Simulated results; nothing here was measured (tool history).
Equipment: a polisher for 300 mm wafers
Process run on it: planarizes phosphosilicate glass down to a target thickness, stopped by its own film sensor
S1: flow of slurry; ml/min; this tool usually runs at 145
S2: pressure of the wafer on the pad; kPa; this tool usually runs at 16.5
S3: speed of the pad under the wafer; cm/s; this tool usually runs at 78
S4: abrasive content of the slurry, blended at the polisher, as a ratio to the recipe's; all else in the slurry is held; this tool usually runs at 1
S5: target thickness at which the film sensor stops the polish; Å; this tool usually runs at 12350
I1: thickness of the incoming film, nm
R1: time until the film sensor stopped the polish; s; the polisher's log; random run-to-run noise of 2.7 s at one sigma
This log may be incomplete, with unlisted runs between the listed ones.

run 1 hour=0 | S1=145 S2=16.5 S3=78 S4=1 S5=12350 | I1=2039.8 | R1=190.1
run 2 hour=32.4 | S1=145 S2=16.5 S3=78 S4=1 S5=12350 | I1=2015.3 | R1=190
run 3 hour=65.6 | S1=145 S2=16.5 S3=78 S4=1 S5=12350 | I1=1987.4 | R1=182.2
run 4 hour=83.8 | S1=165 S2=16.5 S3=78 S4=1 S5=12350 | I1=2046.5 | R1=200.1
run 5 hour=106.3 | S1=145 S2=20 S3=78 S4=1.15 S5=12350 | I1=2033 | R1=162.6
run 6 hour=134.3 | S1=105 S2=16.5 S3=78 S4=1 S5=10810 | I1=2052.2 | R1=257.7
run 7 hour=155.5 | S1=145 S2=16.5 S3=78 S4=1.25 S5=14970 | I1=2058.7 | R1=133.7
-- hour=168.6 slurry nozzle cleaned
-- hour=172.3 worn pad replaced by a new one
run 8 hour=173.8 | S1=145 S2=16.5 S3=78 S4=1 S5=12350 | I1=2040.3 | R1=184.1
run 9 hour=203.3 | S1=185 S2=16.5 S3=78 S4=1 S5=11220 | I1=2010.5 | R1=204.8
run 10 hour=237 | S1=145 S2=16.5 S3=64 S4=1.25 S5=13700 | I1=2054.6 | R1=176
-- hour=249.1 conditioning disc replaced and pad reconditioned
run 11 hour=276 | S1=145 S2=16.5 S3=78 S4=1 S5=12350 | I1=2010.4 | R1=194.2
-- hour=315.1 slurry blender recalibrated
run 12 hour=360 | S1=165 S2=16.5 S3=78 S4=1.15 S5=13680 | I1=2032.1 | R1=160.6
run 13 hour=391.1 | S1=145 S2=16.5 S3=78 S4=1.25 S5=14680 | I1=2025.9 | R1=137.6
run 14 hour=412 | S1=195 S2=20.7 S3=54 S4=1 S5=14340 | I1=2025.7 | R1=164.3
run 15 hour=430.3 | S1=100 S2=16.5 S3=78 S4=1 S5=10750 | I1=2071 | R1=293.6
run 16 hour=456 | S1=145 S2=16.5 S3=78 S4=1 S5=12350 | I1=2026.3 | R1=213.2
-- hour=461.5 worn pad replaced by a new one
run 17 hour=489.8 | S1=145 S2=16.5 S3=78 S4=1 S5=12350 | I1=2025.5 | R1=195.8
run 18 hour=502.6 | S1=145 S2=16.5 S3=78 S4=1 S5=12350 | I1=2070.3 | R1=205.7
-- hour=515.4 conditioning disc replaced and pad reconditioned
run 19 hour=523.1 | S1=120 S2=20 S3=92 S4=1 S5=13120 | I1=2011.8 | R1=132.6
-- hour=565.3 head pressure recalibrated
run 20 hour=617.2 | S1=145 S2=22.1 S3=78 S4=0.7 S5=12350 | I1=2010.9 | R1=155.3
run 21 hour=677.3 | S1=145 S2=12.4 S3=92 S4=1 S5=9660 | I1=2048.9 | R1=286
-- hour=703 worn pad replaced by a new one
run 22 hour=703.5 | S1=145 S2=16.5 S3=54 S4=1 S5=12350 | I1=2049.1 | R1=225.2
-- hour=735.8 slurry blender recalibrated
-- hour=760.3 conditioning disc replaced and pad reconditioned
run 23 hour=778.6 | S1=145 S2=16.5 S3=78 S4=1 S5=12350 | I1=2042.3 | R1=181
run 24 hour=806.3 | S1=145 S2=16.5 S3=78 S4=1 S5=12350 | I1=2050.6 | R1=175.6
run 25 hour=842.2 | S1=145 S2=12.4 S3=78 S4=1.2 S5=13090 | I1=2062.6 | R1=216
run 26 hour=861.4 | S1=145 S2=14.5 S3=78 S4=1.2 S5=12350 | I1=2032.8 | R1=198.1

Each row is a separate what-if for the run after 26, all from the same tool condition, not one after another. Results?
run A hour=861.9 | S1=145 S2=16.5 S3=78 S4=1 S5=12350 | I1=1992.2 | R1=?
run B hour=861.9 | S1=105 S2=16.5 S3=78 S4=1.1 S5=10550 | I1=1992.2 | R1=?
run C hour=861.9 | S1=145 S2=16.5 S3=78 S4=1 S5=9810 | I1=1992.2 | R1=?

run=A R1=171.1
run=B R1=213.9
run=C R1=228.4
Had the tool no hidden state, the same runs would have come out as:
run=A R1=160
run=B R1=200.1
run=C R1=213.7

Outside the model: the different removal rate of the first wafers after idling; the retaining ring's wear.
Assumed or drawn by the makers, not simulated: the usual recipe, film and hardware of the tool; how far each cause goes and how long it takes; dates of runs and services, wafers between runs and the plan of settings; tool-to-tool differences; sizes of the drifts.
